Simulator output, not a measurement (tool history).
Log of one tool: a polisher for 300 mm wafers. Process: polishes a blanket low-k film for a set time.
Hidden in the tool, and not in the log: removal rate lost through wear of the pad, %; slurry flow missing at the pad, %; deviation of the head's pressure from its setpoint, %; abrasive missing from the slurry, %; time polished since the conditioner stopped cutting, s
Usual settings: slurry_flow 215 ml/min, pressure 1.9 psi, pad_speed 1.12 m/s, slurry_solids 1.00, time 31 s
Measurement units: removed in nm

| run | hour | slurry_flow | pressure | pad_speed | slurry_solids | time | wafers since the last listed run | wafers polished on this pad | hours since the slurry nozzle was cleaned | hours since the head pressure was calibrated | hours since the slurry blender was calibrated | hours since the conditioning disc was replaced | incoming thickness of the incoming film, nm | removed |
|---|---|---|---|---|---|---|---|---|---|---|---|---|---|---|
| 1 | 0.0 | 215 | 1.9 | 1.12 | 1.00 | 31 | 0 | 406 | 178.4 | 43.0 | 95.7 | 2.3 | 299.9 | 16.6 |
| 2 | 91.4 | 215 | 1.9 | 1.12 | 1.00 | 31 | 842 | 1249 | 269.8 | 134.4 | 187.1 | 93.7 | 298.3 | 16.9 |
| 3 | 160.6 | 215 | 1.9 | 1.12 | 1.00 | 31 | 638 | 1887 | 339.0 | 203.6 | 256.3 | 162.9 | 299.5 | 16.8 |
| 4 | 234.0 | 215 | 1.9 | 1.12 | 1.00 | 31 | 676 | 2564 | 412.4 | 277.0 | 329.7 | 236.3 | 303.1 | 16.7 |
| 5 | 306.8 | 215 | 1.9 | 1.12 | 1.00 | 31 | 671 | 3235 | 485.2 | 349.8 | 402.5 | 309.1 | 300.5 | 16.4 |
| 6 | 348.2 | 215 | 1.9 | 1.12 | 1.00 | 26 | 381 | 3617 | 526.6 | 391.2 | 443.9 | 350.5 | 299.5 | 13.9 |
|  | 360.2 | slurry nozzle cleaned |
|  | 418.2 | slurry blender recalibrated |
| 7 | 424.0 | 215 | 1.9 | 1.12 | 1.00 | 26 | 671 | 4289 | 63.8 | 467.0 | 5.8 | 426.3 | 302.0 | 14.1 |
|  | 449.7 | worn pad replaced by a new one |
|  | 460.9 | conditioning disc replaced and pad reconditioned |
| 8 | 508.9 | 215 | 1.9 | 1.12 | 1.00 | 26 | 727 | 527 | 148.7 | 551.9 | 90.7 | 48.0 | 301.2 | 14.1 |
| 9 | 565.9 | 215 | 1.9 | 1.12 | 1.00 | 31 | 525 | 1052 | 205.7 | 608.9 | 147.7 | 105.0 | 296.6 | 16.5 |
| 10 | 608.9 | 215 | 1.9 | 1.12 | 1.00 | 25 | 396 | 1449 | 248.7 | 651.9 | 190.7 | 148.0 | 296.8 | 13.2 |
| 11 | 709.4 | 215 | 1.4 | 1.24 | 1.00 | 31 | 926 | 2376 | 349.2 | 752.4 | 291.2 | 248.5 | 297.6 | 13.1 |
| 12 | 775.5 | 175 | 1.9 | 0.90 | 1.00 | 41 | 609 | 2986 | 415.3 | 818.5 | 357.3 | 314.6 | 293.4 | 19.0 |
|  | 816.4 | head pressure recalibrated |
| 13 | 873.3 | 215 | 2.3 | 1.12 | 0.75 | 34 | 883 | 3869 | 513.1 | 56.9 | 455.1 | 412.4 | 302.8 | 17.8 |
|  | 879.6 | worn pad replaced by a new one |
|  | 906.6 | conditioning disc replaced and pad reconditioned |
|  | 923.2 | slurry blender recalibrated |
| 14 | 928.1 | 215 | 1.9 | 1.12 | 1.00 | 31 | 431 | 410 | 567.9 | 111.7 | 4.9 | 21.5 | 298.0 | 16.6 |
| 15 | 990.2 | 215 | 1.9 | 1.12 | 1.00 | 31 | 572 | 983 | 630.0 | 173.8 | 67.0 | 83.6 | 301.0 | 16.7 |
| 16 | 1058.4 | 275 | 1.2 | 1.12 | 1.00 | 31 | 629 | 1612 | 698.2 | 242.0 | 135.2 | 151.8 | 298.3 | 10.8 |
|  | 1061.0 | slurry nozzle cleaned |
| 17 | 1114.2 | 215 | 1.9 | 1.12 | 1.20 | 31 | 505 | 2117 | 53.2 | 297.8 | 191.0 | 207.6 | 295.7 | 18.3 |
| 18 | 1189.3 | 215 | 1.9 | 1.12 | 1.00 | 31 | 692 | 2810 | 128.3 | 372.9 | 266.1 | 282.7 | 302.0 | 16.6 |
| 19 | 1291.6 | 215 | 1.9 | 1.12 | 1.00 | 31 | 943 | 3753 | 230.6 | 475.2 | 368.4 | 385.0 | 297.9 | 16.7 |
|  | 1340.6 | worn pad replaced by a new one |
|  | 1371.0 | slurry blender recalibrated |
| 20 | 1400.5 | 215 | 1.9 | 1.12 | 1.00 | 31 | 949 | 533 | 339.5 | 584.1 | 29.5 | 493.9 | 304.1 | 16.9 |
|  | 1408.9 | conditioning disc replaced and pad reconditioned |
| 21 | 1461.6 | 155 | 1.9 | 1.12 | 1.00 | 31 | 545 | 1078 | 400.6 | 645.2 | 90.6 | 52.7 | 298.8 | 15.7 |
|  | 1546.7 | head pressure recalibrated |
| 22 | 1554.6 | 215 | 1.9 | 1.12 | 1.00 | 31 | 839 | 1918 | 493.6 | 7.9 | 183.6 | 145.7 | 302.1 | 16.5 |
|  | 1728.4 | slurry nozzle cleaned |
| 23 | 1753.9 | 215 | 1.9 | 1.12 | 1.10 | 31 | 1828 | 3747 | 25.5 | 207.2 | 382.9 | 345.0 | 297.1 | 17.7 |
|  | 1802.1 | worn pad replaced by a new one |
| 24 | 1808.0 | 140 | 2.6 | 1.32 | 1.00 | 31 | 462 | 54 | 79.6 | 261.3 | 437.0 | 399.1 | 301.8 | 22.8 |
|  | 1833.2 | slurry blender recalibrated |
| 25 | 1889.0 | 215 | 1.6 | 1.12 | 1.00 | 31 | 728 | 783 | 160.6 | 342.3 | 55.8 | 480.1 | 301.9 | 13.9 |
|  | 1944.6 | conditioning disc replaced and pad reconditioned |
| 26 | 1971.7 | 235 | 2.4 | 1.40 | 1.00 | 24 | 744 | 1527 | 243.3 | 425.0 | 138.5 | 27.1 | 301.0 | 18.5 |

Below are 3 alternative next runs, each starting from the tool's condition after run 26. Predict each:
| A | 1972.1 | 215 | 1.9 | 1.12 | 1.00 | 31 | 3 | 1531 | 243.7 | 425.4 | 138.9 | 27.5 | 299.5 | ? |
| B | 1972.1 | 160 | 1.9 | 1.50 | 1.00 | 34 | 3 | 1531 | 243.7 | 425.4 | 138.9 | 27.5 | 299.5 | ? |
| C | 1972.1 | 165 | 1.2 | 0.90 | 1.00 | 35 | 3 | 1531 | 243.7 | 425.4 | 138.9 | 27.5 | 299.5 | ? |

| run | removed |
|---|---|
| A | 16.6 |
| B | 20.3 |
| C | 10.2 |
With no hidden state in the tool, these same runs would have given:
| run | removed |
|---|---|
| A | 16.6 |
| B | 20.3 |
| C | 10.2 |
